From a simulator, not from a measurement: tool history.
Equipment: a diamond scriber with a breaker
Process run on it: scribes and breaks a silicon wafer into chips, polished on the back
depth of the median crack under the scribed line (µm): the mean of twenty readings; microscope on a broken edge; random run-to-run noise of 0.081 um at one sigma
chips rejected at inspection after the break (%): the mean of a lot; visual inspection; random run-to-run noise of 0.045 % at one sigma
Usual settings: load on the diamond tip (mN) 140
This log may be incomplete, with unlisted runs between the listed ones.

run,hour,load on the diamond tip (mN),"incoming depth of the damage left on the back of the incoming wafer, um",depth of the median crack under the scribed line (µm),chips rejected at inspection after the break (%)
1,0.0,166,0.02,11.82,0.77
2,11.7,166,0.02,12.05,0.65
3,26.5,166,0.02,12.02,0.73
4,35.1,140,0.03,10.79,4.05
5,53.1,112,0.02,9.49,11.60
6,63.3,112,0.05,9.54,12.79
7,69.7,112,0.01,9.52,11.93
8,78.3,110,0.02,9.35,12.56
9,87.3,110,0.02,9.42,11.57
10,111.9,110,0.02,9.54,11.68
11,118.1,140,0.04,10.84,3.14
# hour 126.9: diamond tip replaced by a new one
12,133.6,140,0.05,12.93,1.23
13,140.4,140,0.04,12.92,1.09
14,151.6,140,0.04,12.81,0.94
15,159.6,122,0.02,11.80,0.82

Run 16 comes next. What will it give?
16,176.7,140,0.05,?,?

depth of the median crack under the scribed line (µm): 12.75
chips rejected at inspection after the break (%): 0.88
The same run, on a tool lacking any hidden state, would have yielded depth of the median crack under the scribed line (µm) 12.27, chips rejected at inspection after the break (%) 0.61.

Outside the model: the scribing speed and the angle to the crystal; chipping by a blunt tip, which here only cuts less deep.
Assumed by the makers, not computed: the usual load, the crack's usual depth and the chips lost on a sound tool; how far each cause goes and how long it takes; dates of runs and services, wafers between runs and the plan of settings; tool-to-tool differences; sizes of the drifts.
